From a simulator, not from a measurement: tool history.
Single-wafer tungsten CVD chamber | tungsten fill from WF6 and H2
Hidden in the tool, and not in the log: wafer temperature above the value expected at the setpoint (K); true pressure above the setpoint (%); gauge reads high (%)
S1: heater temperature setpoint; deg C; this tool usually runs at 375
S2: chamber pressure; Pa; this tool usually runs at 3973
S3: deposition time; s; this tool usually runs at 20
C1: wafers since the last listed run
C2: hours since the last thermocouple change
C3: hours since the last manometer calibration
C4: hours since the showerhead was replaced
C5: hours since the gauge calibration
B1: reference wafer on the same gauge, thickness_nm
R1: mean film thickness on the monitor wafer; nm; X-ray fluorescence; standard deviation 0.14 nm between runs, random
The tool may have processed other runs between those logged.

| run | hour | S1 | S2 | S3 | C1 | C2 | C3 | C4 | C5 | B1 | R1 |
|---|---|---|---|---|---|---|---|---|---|---|---|
| 1 | 0 | 375 | 3973 | 20 | 0 | 917.5 | 1783.5 | 6634.3 | 553.6 | 38.365 | 36.292 |
| 2 | 59.7 | 386 | 3973 | 20 | 806 | 977.2 | 1843.2 | 6694 | 613.3 | 38.388 | 43.813 |
| 3 | 109 | 386 | 3973 | 20 | 666 | 1026.5 | 1892.5 | 6743.3 | 662.6 | 38.43 | 44.4 |
| 4 | 151.7 | 375 | 3973 | 20 | 577 | 1069.2 | 1935.2 | 6786 | 705.3 | 38.369 | 36.191 |
|  | 250.7 | gauge calibrated |
| 5 | 336.2 | 375 | 3973 | 20 | 2493 | 1253.7 | 2119.7 | 6970.5 | 85.5 | 38.432 | 36.566 |
| 6 | 406.7 | 375 | 4346 | 20 | 952 | 1324.2 | 2190.2 | 7041 | 156 | 38.388 | 38.23 |
| 7 | 438.5 | 375 | 4346 | 20 | 429 | 1356 | 2222 | 7072.8 | 187.8 | 38.413 | 38.342 |
| 8 | 465.2 | 375 | 4346 | 20 | 360 | 1382.7 | 2248.7 | 7099.5 | 214.5 | 38.399 | 38.241 |
| 9 | 507.2 | 375 | 3973 | 20 | 567 | 1424.7 | 2290.7 | 7141.5 | 256.5 | 38.423 | 36.516 |
| 10 | 553.3 | 375 | 3973 | 20 | 622 | 1470.8 | 2336.8 | 7187.6 | 302.6 | 38.367 | 36.57 |
| 11 | 606 | 375 | 3973 | 20 | 712 | 1523.5 | 2389.5 | 7240.3 | 355.3 | 38.36 | 37.056 |
| 12 | 643.4 | 375 | 4733 | 20 | 505 | 1560.9 | 2426.9 | 7277.7 | 392.7 | 38.398 | 40.407 |
| 13 | 690.4 | 375 | 4733 | 20 | 635 | 1607.9 | 2473.9 | 7324.7 | 439.7 | 38.399 | 40.747 |
| 14 | 719.4 | 375 | 3973 | 20 | 391 | 1636.9 | 2502.9 | 7353.7 | 468.7 | 38.389 | 37.299 |
|  | 760.6 | thermocouple changed; heater temperature recalibrated |
| 15 | 763.1 | 383 | 4280 | 23.8 | 482 | 2.5 | 2546.6 | 7397.4 | 512.4 | 38.415 | 52.047 |
| 16 | 816.5 | 371 | 3133 | 20 | 721 | 55.9 | 2600 | 7450.8 | 565.8 | 38.432 | 29.872 |
|  | 877.8 | capacitance manometer re-zeroed and calibrated |
| 17 | 880.4 | 375 | 3973 | 20 | 755 | 119.8 | 2.6 | 7514.7 | 629.7 | 38.453 | 35.467 |
|  | 938 | showerhead replaced |
| 18 | 938.5 | 375 | 3973 | 20 | 677 | 177.9 | 60.7 | 0.5 | 687.8 | 38.419 | 35.391 |
|  | 963.4 | gauge calibrated |
| 19 | 980.4 | 375 | 3973 | 20 | 566 | 219.8 | 102.6 | 42.4 | 17 | 38.371 | 35.442 |
| 20 | 1043.9 | 362 | 3973 | 20 | 858 | 283.3 | 166.1 | 105.9 | 80.5 | 38.353 | 27.954 |
| 21 | 1073.1 | 375 | 3013 | 17.5 | 394 | 312.5 | 195.3 | 135.1 | 109.7 | 38.403 | 26.81 |
| 22 | 1133.5 | 364 | 3973 | 23.3 | 816 | 372.9 | 255.7 | 195.5 | 170.1 | 38.394 | 33.717 |
| 23 | 1163 | 386 | 4946 | 18 | 398 | 402.4 | 285.2 | 225 | 199.6 | 38.361 | 43.609 |
| 24 | 1232.8 | 375 | 4466 | 20 | 943 | 472.2 | 355 | 294.8 | 269.4 | 38.378 | 37.633 |
| 25 | 1265.3 | 364 | 3360 | 21.8 | 439 | 504.7 | 387.5 | 327.3 | 301.9 | 38.39 | 28.756 |
| 26 | 1319.1 | 375 | 3973 | 20 | 727 | 558.5 | 441.3 | 381.1 | 355.7 | 38.409 | 35.569 |
| 27 | 1378.7 | 371 | 3133 | 20 | 805 | 618.1 | 500.9 | 440.7 | 415.3 | 38.396 | 28.951 |

How would selected steps in R1 from run to run divide? Give the signed amount a tool lacking its hidden state would still show from settings, what came in and random variation, and the signed amount left for the hidden state, including any gauge scatter that is not in both of the compared results.
Run 14 -> 15: S1 375 -> 383, S2 3973 -> 4280, S3 20 -> 23.8, thermocouple changed; heater temperature recalibrated. R1 +14.748 nm: hidden state -0.141, all else +14.889.
Run 15 -> 16: S1 383 -> 371, S2 4280 -> 3133, S3 23.8 -> 20. R1 -22.175 nm: hidden state -0.681, all else -21.494.
Run 16 -> 17: S1 371 -> 375, S2 3133 -> 3973, capacitance manometer re-zeroed and calibrated. R1 +5.595 nm: hidden state -0.915, all else +6.51.
